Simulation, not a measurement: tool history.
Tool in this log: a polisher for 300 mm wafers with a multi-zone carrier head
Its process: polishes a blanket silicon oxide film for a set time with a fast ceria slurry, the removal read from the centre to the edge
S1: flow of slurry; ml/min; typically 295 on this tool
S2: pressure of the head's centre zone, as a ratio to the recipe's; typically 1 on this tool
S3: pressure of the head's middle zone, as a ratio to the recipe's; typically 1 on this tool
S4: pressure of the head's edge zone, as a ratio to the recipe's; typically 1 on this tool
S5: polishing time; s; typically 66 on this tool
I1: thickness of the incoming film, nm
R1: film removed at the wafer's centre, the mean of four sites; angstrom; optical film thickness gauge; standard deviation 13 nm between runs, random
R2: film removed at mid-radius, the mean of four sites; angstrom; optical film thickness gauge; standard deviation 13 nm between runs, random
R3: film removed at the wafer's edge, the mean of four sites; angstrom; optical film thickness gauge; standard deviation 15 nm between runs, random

run	hour	S1	S2	S3	S4	S5	I1	R1	R2	R3
1	0	295	1	1	1	66	3194.1	13000	13403	12666
# hour 10.8: worn pad replaced by a new one
2	45.5	295	1	1	1	66	3163.1	13069	13380	12890
3	119	295	1	1	1	66	3145.6	12897	13350	12747
4	204.1	295	1	1	1	66	3149.2	12797	13344	12879
# hour 280.4: slurry nozzle cleaned
5	280.9	295	1	1.08	1	66	3150.9	12923	14262	12580
# hour 294.3: worn pad replaced by a new one
6	374.5	370	1	1	1	66	3140.5	12801	13577	13013
7	443.3	295	1.04	0.97	1	66	3131.7	12616	13036	12666
8	480.2	295	1	1	1	66	3117	12435	13253	12656
# hour 495.7: edge zone pressure recalibrated
9	532.3	350	1	0.91	0.92	88	3092.9	17051	16290	16070
10	590.6	295	1	1.12	1	66	3121.7	12425	14398	12972
# hour 594.9: worn pad replaced by a new one
11	627.7	295	1.09	1	1	87	3104.1	17319	17613	16799
12	712	295	1	0.95	1	66	3165.4	12266	12536	12756
# hour 739.7: centre zone pressure recalibrated
13	805.4	390	1	0.97	1.04	66	3151.3	13166	13320	13143
14	847.1	295	1	1.07	1	66	3151.2	13045	14118	12569
# hour 892.4: carrier head's membrane replaced by a new one
15	896.1	295	1	0.94	1	77	3194.6	15104	14569	14963
# hour 921.9: worn pad replaced by a new one
16	966.4	250	1	0.88	1	66	3143.5	12569	11514	12361
# hour 996.6: slurry nozzle cleaned
17	1017.6	295	1	1	1	66	3165	12851	13437	12666
18	1097.4	295	1	1	1	66	3127.1	12830	13174	12812
19	1200.8	195	1	1	1	66	3168	12029	12681	12350
20	1251.7	220	1	1	1	66	3104.1	12233	12889	12482
# hour 1275.1: worn pad replaced by a new one
21	1349.6	295	0.93	1.06	1.12	66	3095.5	12107	13944	13394

For some of the steps in R1 from one run to the next: how much would appear even if the tool had no hidden state, given the settings, what came in and random variation, and how much remains for the hidden state plus any gauge scatter that the measured result and the result without hidden state don't share?
The tool's hidden condition here consists of: removal rate lost through wear of the pad, %; slurry flow missing at the pad, %; deviation of the centre zone's pressure from its setpoint, %; deviation of the edge zone's pressure from its setpoint, %.
Run 10 -> 11: S2 1 -> 1.09, S3 1.12 -> 1, S5 66 -> 87, worn pad replaced by a new one. R1 +4894 angstrom: hidden state -222, all else +5116.
Run 11 -> 12: S2 1.09 -> 1, S3 1 -> 0.95, S5 87 -> 66. R1 -5053 angstrom: hidden state +127, all else -5180.
Run 12 -> 13: S1 295 -> 390, S3 0.95 -> 0.97, S4 1 -> 1.04, centre zone pressure recalibrated. R1 +900 angstrom: hidden state +573, all else +327.
